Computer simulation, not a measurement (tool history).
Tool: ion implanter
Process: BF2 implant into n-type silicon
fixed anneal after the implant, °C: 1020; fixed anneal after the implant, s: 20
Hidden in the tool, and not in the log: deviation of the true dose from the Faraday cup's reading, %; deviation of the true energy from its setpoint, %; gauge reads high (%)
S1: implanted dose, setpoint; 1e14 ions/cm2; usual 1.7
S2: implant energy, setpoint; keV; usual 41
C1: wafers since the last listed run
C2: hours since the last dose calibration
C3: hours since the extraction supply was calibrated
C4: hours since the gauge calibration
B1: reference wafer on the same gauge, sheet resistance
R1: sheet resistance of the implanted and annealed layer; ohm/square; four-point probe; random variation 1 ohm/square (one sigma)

run,hour,S1,S2,C1,C2,C3,C4,B1,R1
1,0,1.7,49,0,962.3,5291.3,112,655.05,552.89
2,15.9,1.7,49,432,978.2,5307.2,127.9,654.81,553.32
3,26.4,1.5,48,285,988.7,5317.7,138.4,654.85,613.15
4,38.8,1.5,48,337,1001.1,5330.1,150.8,654.93,616.37
5,50.5,1.34,49.5,318,1012.8,5341.8,162.5,655.03,670.84
6,101,1.34,49.5,1374,1063.3,5392.3,213,655.35,672.96
7,119,1.34,49.5,489,1081.3,5410.3,231,655.06,670.42
8,132.5,1.57,34,367,1094.8,5423.8,244.5,654.99,620.14
9,142.5,1.7,31,272,1104.8,5433.8,254.5,655.23,588.54
# hour 155.6: extraction supply calibrated
10,156.1,1.7,31,152,1118.4,0.5,268.1,654.83,588.7
11,160.4,1.36,44.5,117,1122.7,4.8,272.4,654.92,675.18
# hour 175.4: Faraday cup replaced and dose calibrated
12,175.9,1.7,41,204,0.5,20.3,287.9,654.88,543.09
13,182.4,1.7,41,176,7,26.8,294.4,654.95,543.97
# hour 192: gauge calibrated
14,206.8,1.46,35,664,31.4,51.2,14.8,655.35,626.2
15,213.2,1.34,49.5,174,37.8,57.6,21.2,655.27,642.89
16,227.9,2.07,41,400,52.5,72.3,35.9,654.9,465.38
17,238.4,1.45,37,285,63,82.8,46.4,655.08,626.28
18,253.9,1.25,48.5,421,78.5,98.3,61.9,655,680.32
19,261.1,1.9,31,195,85.7,105.5,69.1,655.03,514.03
20,274,2.04,54.5,351,98.6,118.4,82,655,453.07

Some steps in R1 between neighbouring runs. How much of each would the tool show without its hidden state too (settings, what came in, random variation), and how much is left for the hidden state, with any gauge scatter that isn't in both results?
Run 10 -> 11: S1 1.7 -> 1.36, S2 31 -> 44.5. R1 +86.48 ohm/square: hidden state +2.62, all else +83.86.
Run 11 -> 12: S1 1.36 -> 1.7, S2 44.5 -> 41, Faraday cup replaced and dose calibrated. R1 -132.09 ohm/square: hidden state -29.62, all else -102.47.
Run 15 -> 16: S1 1.34 -> 2.07, S2 49.5 -> 41. R1 -177.51 ohm/square: hidden state +1.64, all else -179.15.
Run 18 -> 19: S1 1.25 -> 1.9, S2 48.5 -> 31. R1 -166.29 ohm/square: hidden state +1.17, all else -167.46.
